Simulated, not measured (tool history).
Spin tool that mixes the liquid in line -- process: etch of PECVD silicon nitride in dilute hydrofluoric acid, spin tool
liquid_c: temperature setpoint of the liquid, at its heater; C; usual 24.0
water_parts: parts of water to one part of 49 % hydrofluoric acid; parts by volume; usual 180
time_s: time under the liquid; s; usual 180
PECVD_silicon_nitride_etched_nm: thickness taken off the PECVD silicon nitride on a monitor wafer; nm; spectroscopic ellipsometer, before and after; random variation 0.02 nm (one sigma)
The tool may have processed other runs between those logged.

run   hour  liquid_c  water_parts  time_s  wafers since the last listed run  hours since the thermometer was replaced  hours since the hydrofluoric acid flow meter was replaced  hours since the gauge calibration  read-back film thickness of the PECVD silicon nitride reference wafer, read on the same gauge (nm)  PECVD_silicon_nitride_etched_nm
  1    0.0      24.0          110     145                                 0                                    1995.4                                                     1079.2                              197.4                                                                                              90.002                            1.836
  2   15.4      24.0          110     145                                81                                    2010.8                                                     1094.6                              212.8                                                                                              89.970                            1.791
  3   25.6      24.0          140     180                                54                                    2021.0                                                     1104.8                              223.0                                                                                              90.019                            1.750
  4   43.0      24.0          130     180                                92                                    2038.4                                                     1122.2                              240.4                                                                                              89.984                            1.952
  5   57.8      24.0          180     180                                78                                    2053.2                                                     1137.0                              255.2                                                                                              89.988                            1.388
      64.4  -- thermometer replaced
  6   75.4      24.0          180     180                                88                                      11.0                                                     1154.6                              272.8                                                                                              90.006                            1.736
  7   85.4      24.0          180     180                                53                                      21.0                                                     1164.6                              282.8                                                                                              90.009                            1.719
  8   98.5      24.0          180     180                                69                                      34.1                                                     1177.7                              295.9                                                                                              89.994                            1.714
  9  140.4      24.0          180     180                               222                                      76.0                                                     1219.6                              337.8                                                                                              89.987                            1.684
 10  147.6      24.0          180     180                                38                                      83.2                                                     1226.8                              345.0                                                                                              90.009                            1.702
 11  157.5      24.0          180     180                                52                                      93.1                                                     1236.7                              354.9                                                                                              89.995                            1.715
     165.1  -- gauge calibrated
 12  175.3      24.0          225      95                                94                                     110.9                                                     1254.5                               10.2                                                                                              89.983                            0.725
 13  185.0      24.0          180     105                                51                                     120.6                                                     1264.2                               19.9                                                                                              90.017                            0.980
 14  200.4      24.0          180      75                                81                                     136.0                                                     1279.6                               35.3                                                                                              90.013                            0.696
 15  207.0      22.0          180     180                                35                                     142.6                                                     1286.2                               41.9                                                                                              90.015                            1.493
 16  213.4      24.0          180     180                                33                                     149.0                                                     1292.6                               48.3                                                                                              89.971                            1.668
 17  225.6      24.0          250     180                                64                                     161.2                                                     1304.8                               60.5                                                                                              89.977                            1.208
 18  234.5      24.0          180     120                                47                                     170.1                                                     1313.7                               69.4                                                                                              89.990                            1.106
 19  241.1      24.0          180     180                                35                                     176.7                                                     1320.3                               76.0                                                                                              90.014                            1.672
     244.5  -- hydrofluoric acid flow meter replaced
 20  249.1      24.0          180     180                                37                                     184.7                                                        4.6                               84.0                                                                                              90.011                            1.686
 21  258.0      26.0          180     145                                47                                     193.6                                                       13.5                               92.9                                                                                              89.987                            1.556
 22  270.9      21.0          270     180                                68                                     206.5                                                       26.4                              105.8                                                                                              90.004                            0.928
 23  288.5      24.0          250     230                                93                                     224.1                                                       44.0                              123.4                                                                                              90.010                            1.540
 24  298.5      20.5          155      85                                53                                     234.1                                                       54.0                              133.4                                                                                              89.998                            0.739
 25  314.4      21.0          130      85                                84                                     250.0                                                       69.9                              149.3                                                                                              89.986                            0.888
 26  320.5      24.0          180     180                                32                                     256.1                                                       76.0                              155.4                                                                                              90.007                            1.674
 27  330.7      26.0          180     145                                54                                     266.3                                                       86.2                              165.6                                                                                              90.027                            1.519
 28  339.8      24.0          140     180                                48                                     275.4                                                       95.3                              174.7                                                                                              89.995                            2.108
 29  350.5      27.0          180     115                                56                                     286.1                                                      106.0                              185.4                                                                                              90.016                            1.319
 30  364.3      24.0          180     180                                73                                     299.9                                                      119.8                              199.2                                                                                              89.983                            1.676
 31  381.1      24.0          230     180                                89                                     316.7                                                      136.6                              216.0                                                                                              90.007                            1.286

For some of the steps in PECVD_silicon_nitride_etched_nm from one run to the next: how much would appear even if the tool had no hidden state, given the settings, what came in and random variation, and how much remains for the hidden state plus any gauge scatter that the measured result and the result without hidden state don't share?
What the log doesn't record here: liquid colder than its thermometer reads (K); hydrofluoric acid flow above the setpoint (%); gauge reads high (%).
Run 3 -> 4: water_parts 140 -> 130. PECVD_silicon_nitride_etched_nm +0.202 nm: hidden state -0.055, all else +0.257.
Run 4 -> 5: water_parts 130 -> 180. PECVD_silicon_nitride_etched_nm -0.564 nm: hidden state +0.147, all else -0.711.
Run 5 -> 6: thermometer replaced. PECVD_silicon_nitride_etched_nm +0.348 nm: hidden state +0.325, all else +0.023.
Run 11 -> 12: water_parts 180 -> 225, time_s 180 -> 95, gauge calibrated. PECVD_silicon_nitride_etched_nm -0.990 nm: hidden state +0.018, all else -1.008.
Run 14 -> 15: liquid_c 24.0 -> 22.0, time_s 75 -> 180. PECVD_silicon_nitride_etched_nm +0.797 nm: hidden state -0.021, all else +0.818.
Run 23 -> 24: liquid_c 24.0 -> 20.5, water_parts 250 -> 155, time_s 230 -> 85. PECVD_silicon_nitride_etched_nm -0.801 nm: hidden state +0.022, all else -0.823.
